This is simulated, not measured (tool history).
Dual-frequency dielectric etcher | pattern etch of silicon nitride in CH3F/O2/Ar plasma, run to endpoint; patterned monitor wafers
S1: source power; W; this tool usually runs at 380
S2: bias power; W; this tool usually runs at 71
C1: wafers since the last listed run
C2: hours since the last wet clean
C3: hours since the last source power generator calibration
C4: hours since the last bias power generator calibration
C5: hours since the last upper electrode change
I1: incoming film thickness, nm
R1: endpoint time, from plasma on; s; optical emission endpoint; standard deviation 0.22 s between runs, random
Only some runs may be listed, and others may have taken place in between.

run,hour,S1,S2,C1,C2,C3,C4,C5,I1,R1
1,0,380,71,0,92.4,3107.2,3223.4,4546,50.7,74.1
2,15.8,380,71,100,108.2,3123,3239.2,4561.8,50.7,73.9
3,43,380,71,173,135.4,3150.2,3266.4,4589,50.3,73.3
4,117.3,450,71,472,209.7,3224.5,3340.7,4663.3,50.4,66.6
5,141.3,380,71,152,233.7,3248.5,3364.7,4687.3,50.4,72.5
6,156.3,380,71,95,248.7,3263.5,3379.7,4702.3,50.5,72.6
7,171.2,380,71,94,263.6,3278.4,3394.6,4717.2,49.4,70.9
8,191.9,380,71,131,284.3,3299.1,3415.3,4737.9,50.2,72
9,264.5,380,71,462,356.9,3371.7,3487.9,4810.5,50.2,72.1
10,295.5,380,71,197,387.9,3402.7,3518.9,4841.5,50.5,72.2
11,317.8,380,71,141,410.2,3425,3541.2,4863.8,50.5,72.1
# hour 335.9: source power generator calibrated
12,336.4,340,79,92,428.8,0.5,3559.8,4882.4,50.1,73.3
13,369.8,380,80,212,462.2,33.9,3593.2,4915.8,50.7,69.5
14,387,410,79,109,479.4,51.1,3610.4,4933,51,67.1
# hour 472.6: wet clean of the chamber
15,473.1,300,85,395,0.5,137.2,3696.5,5019.1,50.4,79.7
# hour 497.6: upper electrode replaced
16,498.1,470,71,6,25.5,162.2,3721.5,0.5,50,65.8
17,514.3,290,71,103,41.7,178.4,3737.7,16.7,50.5,86
# hour 530.1: bias power generator calibrated
18,530.6,440,65,78,58,194.7,0.5,33,50.3,70.2
19,542.4,380,71,75,69.8,206.5,12.3,44.8,51,74.5
20,567.9,450,71,162,95.3,232,37.8,70.3,50.3,67.6
21,589.8,380,71,139,117.2,253.9,59.7,92.2,50.5,73.3
22,625.5,300,55,227,152.9,289.6,95.4,127.9,50.7,91.3
23,655.6,380,59,191,183,319.7,125.5,158,50.8,77.8
24,670.4,480,77,94,197.8,334.5,140.3,172.8,49.9,62.7
25,690,380,71,124,217.4,354.1,159.9,192.4,50.3,72.6

Branching from run 25: 5 alternative next runs. What would each branch give?
A,690.4,380,83,2,217.8,354.5,160.3,192.8,50.5,?
B,690.4,330,64,2,217.8,354.5,160.3,192.8,50.5,?
C,690.4,310,86,2,217.8,354.5,160.3,192.8,50.5,?
D,690.4,440,81,2,217.8,354.5,160.3,192.8,50.5,?
E,690.4,460,86,2,217.8,354.5,160.3,192.8,50.5,?

run,R1
A,69.1
B,81
C,76.3
D,64.6
E,62
The same runs, with their run-to-run variation unchanged, on a tool lacking any hidden condition would have given:
run,R1
A,70.3
B,82.5
C,77.7
D,65.7
E,63.1
